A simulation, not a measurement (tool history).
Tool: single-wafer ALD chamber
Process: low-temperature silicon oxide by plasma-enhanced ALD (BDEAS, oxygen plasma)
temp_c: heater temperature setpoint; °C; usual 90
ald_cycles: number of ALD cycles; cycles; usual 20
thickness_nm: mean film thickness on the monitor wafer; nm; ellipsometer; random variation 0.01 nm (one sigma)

run,hour,temp_c,ald_cycles,"read-back reference wafer on the same gauge, thickness_nm",thickness_nm
1,0.0,90,20,3.690,3.228
2,33.4,90,20,3.689,3.259
3,66.3,90,20,3.695,3.245
4,89.7,90,20,3.691,3.252
5,102.1,90,17,3.691,2.773
6,130.5,90,17,3.695,2.759
7,150.9,90,17,3.688,2.750
# hour 185.5: gauge calibrated
8,186.2,94,20,3.693,3.197
9,201.7,90,20,3.690,3.249
10,229.5,90,20,3.687,3.258
11,258.7,90,19,3.689,3.078
12,282.0,90,19,3.685,3.098
13,315.4,85,22,3.684,3.666
14,332.6,85,22,3.689,3.657
15,367.7,85,22,3.685,3.668
16,399.9,90,20,3.693,3.255
17,421.8,90,20,3.686,3.249
18,443.2,90,20,3.689,3.288
19,463.4,90,20,3.691,3.268
20,491.6,90,20,3.689,3.276
21,513.7,84,20,3.693,3.353
22,540.5,84,20,3.692,3.335
23,564.8,90,20,3.694,3.263
24,581.7,101,20,3.685,3.135
25,605.0,90,18,3.691,2.947
26,620.6,86,16,3.684,2.652
27,653.2,85,17,3.683,2.840
28,683.3,83,21,3.690,3.543
29,699.7,95,20,3.692,3.200
30,714.8,90,21,3.695,3.435
31,750.1,90,20,3.691,3.282
32,764.3,78,20,3.693,3.419
33,786.7,95,17,3.688,2.736
# hour 806.3: gauge calibrated
34,822.6,100,16,3.687,2.524
35,863.4,76,24,3.685,4.161
36,895.2,90,23,3.686,3.786
# hour 906.3: thermocouple changed; heater temperature recalibrated
37,928.0,86,20,3.687,3.280
38,946.6,90,20,3.691,3.184
39,977.6,104,22,3.691,3.365
40,998.5,86,22,3.684,3.608
41,1019.6,90,20,3.692,3.204
42,1039.9,90,20,3.685,3.209
43,1056.3,90,20,3.687,3.194
44,1086.1,79,18,3.695,3.019
45,1109.7,96,20,3.690,3.130
46,1142.0,100,22,3.691,3.397
47,1165.4,101,22,3.692,3.410

Alternative continuations, all from the tool just after run 47; predict every row:
A,1165.8,90,20,?,?
B,1165.8,90,16,?,?
C,1165.8,77,23,?,?
D,1165.8,95,16,?,?

run,"read-back reference wafer on the same gauge, thickness_nm",thickness_nm
A,3.693,3.222
B,3.693,2.577
C,3.693,3.896
D,3.693,2.526
Take away the tool's hidden state, keep each run's random variation, and the runs would have read:
run,thickness_nm
A,3.213
B,2.570
C,3.885
D,2.519
